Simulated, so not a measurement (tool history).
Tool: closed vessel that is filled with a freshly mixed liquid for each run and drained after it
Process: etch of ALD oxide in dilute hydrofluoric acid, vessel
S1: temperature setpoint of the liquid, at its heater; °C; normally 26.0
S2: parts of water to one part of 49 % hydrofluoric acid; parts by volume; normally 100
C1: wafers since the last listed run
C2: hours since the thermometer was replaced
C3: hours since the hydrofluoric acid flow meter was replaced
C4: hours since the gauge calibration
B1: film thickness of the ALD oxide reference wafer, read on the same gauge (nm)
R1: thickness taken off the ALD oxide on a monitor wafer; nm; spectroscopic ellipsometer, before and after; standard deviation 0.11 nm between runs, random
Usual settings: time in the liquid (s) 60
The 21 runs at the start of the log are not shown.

{"run": 22, "hour": 671.1, "S1": 26.0, "S2": 80, "time in the liquid (s)": 60, "C1": 1724, "C2": 440.4, "C3": 154.0, "C4": 301.8, "B1": 39.99, "R1": 15.11}
{"run": 23, "hour": 702.4, "S1": 26.0, "S2": 145, "time in the liquid (s)": 85, "C1": 2297, "C2": 471.7, "C3": 185.3, "C4": 333.1, "B1": 40.0, "R1": 10.88}
{"run": 24, "hour": 725.2, "S1": 26.0, "S2": 100, "time in the liquid (s)": 45, "C1": 1673, "C2": 494.5, "C3": 208.1, "C4": 355.9, "B1": 40.02, "R1": 8.77}
{"run": 25, "hour": 745.4, "S1": 22.0, "S2": 50, "time in the liquid (s)": 50, "C1": 1482, "C2": 514.7, "C3": 228.3, "C4": 376.1, "B1": 40.05, "R1": 18.0}
{"run": 26, "hour": 763.3, "S1": 22.5, "S2": 100, "time in the liquid (s)": 60, "C1": 1313, "C2": 532.6, "C3": 246.2, "C4": 394.0, "B1": 40.0, "R1": 10.44}
{"run": 27, "hour": 791.8, "S1": 26.0, "S2": 60, "time in the liquid (s)": 40, "C1": 2091, "C2": 561.1, "C3": 274.7, "C4": 422.5, "B1": 39.99, "R1": 13.77}
{"run": 28, "hour": 817.6, "S1": 22.5, "S2": 100, "time in the liquid (s)": 60, "C1": 1893, "C2": 586.9, "C3": 300.5, "C4": 448.3, "B1": 40.03, "R1": 10.22}
{"run": 29, "hour": 850.2, "S1": 26.0, "S2": 120, "time in the liquid (s)": 60, "C1": 2392, "C2": 619.5, "C3": 333.1, "C4": 480.9, "B1": 40.01, "R1": 9.45}
{"run": 30, "hour": 915.4, "S1": 26.0, "S2": 100, "time in the liquid (s)": 60, "C1": 4785, "C2": 684.7, "C3": 398.3, "C4": 546.1, "B1": 40.02, "R1": 11.92}
{"hour": 931.9, "done": "gauge calibrated"}
{"run": 31, "hour": 945.3, "S1": 26.0, "S2": 100, "time in the liquid (s)": 60, "C1": 2194, "C2": 714.6, "C3": 428.2, "C4": 13.4, "B1": 40.01, "R1": 12.03}
{"run": 32, "hour": 958.3, "S1": 26.0, "S2": 55, "time in the liquid (s)": 60, "C1": 954, "C2": 727.6, "C3": 441.2, "C4": 26.4, "B1": 39.99, "R1": 23.42}
{"run": 33, "hour": 971.7, "S1": 30.5, "S2": 100, "time in the liquid (s)": 50, "C1": 983, "C2": 741.0, "C3": 454.6, "C4": 39.8, "B1": 40.02, "R1": 11.74}
{"run": 34, "hour": 1006.8, "S1": 26.0, "S2": 100, "time in the liquid (s)": 70, "C1": 2576, "C2": 776.1, "C3": 489.7, "C4": 74.9, "B1": 40.02, "R1": 13.99}

Predict each of these 4 candidate next runs independently; none follows another, all start after run 34:
{"run": "A", "hour": 1007.5, "S1": 26.0, "S2": 100, "time in the liquid (s)": 35, "C1": 51, "C2": 776.8, "C3": 490.4, "C4": 75.6, "B1": "?", "R1": "?"}
{"run": "B", "hour": 1007.5, "S1": 26.0, "S2": 75, "time in the liquid (s)": 60, "C1": 51, "C2": 776.8, "C3": 490.4, "C4": 75.6, "B1": "?", "R1": "?"}
{"run": "C", "hour": 1007.5, "S1": 29.5, "S2": 145, "time in the liquid (s)": 60, "C1": 51, "C2": 776.8, "C3": 490.4, "C4": 75.6, "B1": "?", "R1": "?"}
{"run": "D", "hour": 1007.5, "S1": 21.5, "S2": 75, "time in the liquid (s)": 60, "C1": 51, "C2": 776.8, "C3": 490.4, "C4": 75.6, "B1": "?", "R1": "?"}

run=A B1=40.02 R1=6.95
run=B B1=40.02 R1=16.46
run=C B1=40.02 R1=8.75
run=D B1=40.02 R1=13.78
The same runs, with their run-to-run variation unchanged, on a tool lacking any hidden condition would have given:
run=A R1=6.72
run=B R1=15.88
run=C R1=8.55
run=D R1=13.23

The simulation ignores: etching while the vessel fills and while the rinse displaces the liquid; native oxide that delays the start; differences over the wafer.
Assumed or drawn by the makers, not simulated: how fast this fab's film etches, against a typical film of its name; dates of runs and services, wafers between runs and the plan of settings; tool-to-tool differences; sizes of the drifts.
